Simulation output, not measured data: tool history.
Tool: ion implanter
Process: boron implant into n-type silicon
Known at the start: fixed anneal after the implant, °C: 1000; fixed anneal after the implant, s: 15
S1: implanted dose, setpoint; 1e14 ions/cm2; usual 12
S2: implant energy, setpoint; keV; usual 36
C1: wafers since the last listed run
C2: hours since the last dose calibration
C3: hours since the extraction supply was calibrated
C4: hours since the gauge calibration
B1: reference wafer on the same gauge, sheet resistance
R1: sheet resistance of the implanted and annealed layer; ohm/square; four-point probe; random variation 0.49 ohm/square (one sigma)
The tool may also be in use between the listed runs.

run	hour	S1	S2	C1	C2	C3	C4	B1	R1
1	0	12	36	0	383.9	5353.4	866.6	98.03	100.4
2	54.3	12	36	682	438.2	5407.7	920.9	98.01	100.26
3	121.1	12	36	839	505	5474.5	987.7	98.03	101.24
4	148.6	12	36	345	532.5	5502	1015.2	97.85	100.24
5	174.7	12	42	327	558.6	5528.1	1041.3	98.11	100.72
# hour 194.7: Faraday cup replaced and dose calibrated
6	204.7	12	42	276	10	5558.1	1071.3	98.03	99.53
7	247	12	42	531	52.3	5600.4	1113.6	97.92	100.05
8	274.8	12	31	349	80.1	5628.2	1141.4	98.15	101.75
9	329.9	12	31	692	135.2	5683.3	1196.5	97.82	101.69
10	387.5	12	31	723	192.8	5740.9	1254.1	98.14	101.94
11	447.3	12	36	751	252.6	5800.7	1313.9	97.92	100.35
12	493.4	12	36	579	298.7	5846.8	1360	98.17	100.7
13	524	12	36	384	329.3	5877.4	1390.6	98.04	100.51
14	579.3	12	36	694	384.6	5932.7	1445.9	98.06	99.44
15	624.2	12	36	564	429.5	5977.6	1490.8	98.12	101.19
16	684.4	9.9	25.5	756	489.7	6037.8	1551	97.98	119.64
17	710.4	12	36	326	515.7	6063.8	1577	98	99.79
18	750.1	14.28	45.5	498	555.4	6103.5	1616.7	97.98	86.09
19	805.2	15.22	47.5	692	610.5	6158.6	1671.8	97.93	81.59
# hour 813.7: extraction supply calibrated
# hour 871.1: Faraday cup replaced and dose calibrated
20	904.3	12	29	1044	33.2	90.6	1770.9	97.91	101.62
# hour 909.9: gauge calibrated
21	937.6	9.69	48	418	66.5	123.9	27.7	98.03	117.46
22	981.8	10.81	46	555	110.7	168.1	71.9	98.06	106.97
23	1015.9	12	36	428	144.8	202.2	106	98.05	99.74
24	1080.6	12	36	812	209.5	266.9	170.7	98	99.84
25	1128.3	9.69	25.5	599	257.2	314.6	218.4	97.97	122.37
26	1188.9	12	45.5	761	317.8	375.2	279	98.07	99.36
27	1232.1	14.84	29	542	361	418.4	322.2	97.92	86.47
28	1295.5	12	46	796	424.4	481.8	385.6	97.9	99.29
29	1339.7	15.1	44	555	468.6	526	429.8	98.05	82.99
30	1397.3	8.72	48	723	526.2	583.6	487.4	98.08	128.19
31	1423.9	8.81	46	334	552.8	610.2	514	97.87	126.02

The tool's hidden state at each run:
deviation of the true dose from the Faraday cup's reading, %: 0 in every run
deviation of the true energy from its setpoint, %: 0 in every run
gauge reads high (%): 0 in every run
